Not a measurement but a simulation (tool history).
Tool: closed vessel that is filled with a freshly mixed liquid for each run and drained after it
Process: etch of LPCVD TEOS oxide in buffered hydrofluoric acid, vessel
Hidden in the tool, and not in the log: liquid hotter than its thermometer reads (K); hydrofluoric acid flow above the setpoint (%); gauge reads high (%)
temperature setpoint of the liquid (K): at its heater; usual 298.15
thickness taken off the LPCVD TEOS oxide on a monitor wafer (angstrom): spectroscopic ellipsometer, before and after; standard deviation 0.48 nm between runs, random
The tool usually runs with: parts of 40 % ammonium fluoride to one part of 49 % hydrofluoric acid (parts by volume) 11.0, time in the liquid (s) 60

run     day  temperature setpoint of the liquid (K)  parts of 40 % ammonium fluoride to one part of 49 % hydrofluoric acid (parts by volume)  time in the liquid (s)  wafers since the last listed run  hours since the thermometer was replaced  hours since the hydrofluoric acid flow meter was replaced  hours since the gauge calibration  read-back film thickness of the LPCVD TEOS oxide reference wafer, read on the same gauge (nm)  thickness taken off the LPCVD TEOS oxide on a monitor wafer (angstrom)
  1   0.000                                  298.15                                                                                     11.0                      60                                 0                                    2500.2                                                     1471.1                               67.6                                                                                         130.00                                                                  2182.7
  2   0.600                                  298.15                                                                                     11.0                      60                              1649                                    2514.6                                                     1485.5                               82.0                                                                                         129.98                                                                  2196.6
  3   1.075                                  298.15                                                                                     11.0                      60                              1306                                    2526.0                                                     1496.9                               93.4                                                                                         130.00                                                                  2192.9
  4   1.475                                  298.15                                                                                     11.0                      60                              1099                                    2535.6                                                     1506.5                              103.0                                                                                         130.01                                                                  2194.4
  5   1.812                                  298.15                                                                                     11.0                      60                               928                                    2543.7                                                     1514.6                              111.1                                                                                         130.01                                                                  2196.8
  6   2.221                                  298.15                                                                                     11.0                      60                              1122                                    2553.5                                                     1524.4                              120.9                                                                                         129.99                                                                  2197.0
  7   2.804                                  298.15                                                                                     11.0                      60                              1604                                    2567.5                                                     1538.4                              134.9                                                                                         130.00                                                                  2206.4
  8   3.242                                  298.15                                                                                     11.0                      60                              1203                                    2578.0                                                     1548.9                              145.4                                                                                         130.01                                                                  2203.5
  9   3.779                                  298.15                                                                                     11.0                      60                              1478                                    2590.9                                                     1561.8                              158.3                                                                                         130.00                                                                  2217.4
 10   4.392                                  298.15                                                                                      9.0                      60                              1684                                    2605.6                                                     1576.5                              173.0                                                                                         130.01                                                                  2660.3
 11   4.742                                  298.15                                                                                     11.0                      60                               962                                    2614.0                                                     1584.9                              181.4                                                                                         129.98                                                                  2209.3
      4.800  -- gauge calibrated
      4.883  -- hydrofluoric acid flow meter replaced
 12   5.117                                  298.15                                                                                     11.0                      60                               916                                    2623.0                                                        5.6                                7.6                                                                                         129.98                                                                  1973.5
 13   5.596                                  298.15                                                                                     11.0                      30                              1317                                    2634.5                                                       17.1                               19.1                                                                                         130.01                                                                   990.7
 14   6.042                                  299.65                                                                                      8.5                      60                              1225                                    2645.2                                                       27.8                               29.8                                                                                         130.02                                                                  2677.3
 15   6.646                                  293.65                                                                                     11.0                      90                              1661                                    2659.7                                                       42.3                               44.3                                                                                         130.04                                                                  2355.5
 16   6.925                                  301.65                                                                                     14.5                      40                               767                                    2666.4                                                       49.0                               51.0                                                                                         129.99                                                                  1221.3
 17   7.342                                  298.15                                                                                     11.0                      60                              1145                                    2676.4                                                       59.0                               61.0                                                                                         130.01                                                                  1991.7
 18   7.754                                  298.15                                                                                     11.0                      60                              1134                                    2686.3                                                       68.9                               70.9                                                                                         129.97                                                                  1995.0
      8.279  -- thermometer replaced
 19   8.442                                  298.15                                                                                      8.5                      40                              1775                                       3.9                                                       85.4                               87.4                                                                                         130.01                                                                  1414.5
 20   9.017                                  298.15                                                                                     11.0                      45                              1581                                      17.7                                                       99.2                              101.2                                                                                         130.01                                                                  1284.1
 21   9.300                                  298.15                                                                                     11.0                      60                               779                                      24.5                                                      106.0                              108.0                                                                                         130.02                                                                  1713.7
 22   9.712                                  302.65                                                                                     11.0                      30                              1134                                      34.4                                                      115.9                              117.9                                                                                         130.00                                                                  1097.4
 23  10.100                                  298.15                                                                                     11.0                      60                              1065                                      43.7                                                      125.2                              127.2                                                                                         130.00                                                                  1721.6
 24  10.521                                  298.15                                                                                     11.0                      60                              1157                                      53.8                                                      135.3                              137.3                                                                                         129.99                                                                  1727.8

Here are 4 independent what-if runs from the current tool condition. What would each one return?
  A  10.550                                  298.15                                                                                     11.0                      50                                80                                      54.5                                                      136.0                              138.0                                                                                              ?                                                                       ?
  B  10.550                                  298.15                                                                                     11.0                      75                                80                                      54.5                                                      136.0                              138.0                                                                                              ?                                                                       ?
  C  10.550                                  300.65                                                                                      9.5                      70                                80                                      54.5                                                      136.0                              138.0                                                                                              ?                                                                       ?
  D  10.550                                  298.15                                                                                     11.0                      35                                80                                      54.5                                                      136.0                              138.0                                                                                              ?                                                                       ?

run  read-back film thickness of the LPCVD TEOS oxide reference wafer, read on the same gauge (nm)  thickness taken off the LPCVD TEOS oxide on a monitor wafer (angstrom)
  A                                                                                         129.97                                                                  1438.1
  B                                                                                         129.97                                                                  2157.2
  C                                                                                         129.97                                                                  2596.6
  D                                                                                         129.97                                                                  1006.7
Without the tool's unlogged condition, the same runs would have read:
run  thickness taken off the LPCVD TEOS oxide on a monitor wafer (angstrom)
  A                                                                  1404.5
  B                                                                  2106.7
  C                                                                  2548.5
  D                                                                   983.1

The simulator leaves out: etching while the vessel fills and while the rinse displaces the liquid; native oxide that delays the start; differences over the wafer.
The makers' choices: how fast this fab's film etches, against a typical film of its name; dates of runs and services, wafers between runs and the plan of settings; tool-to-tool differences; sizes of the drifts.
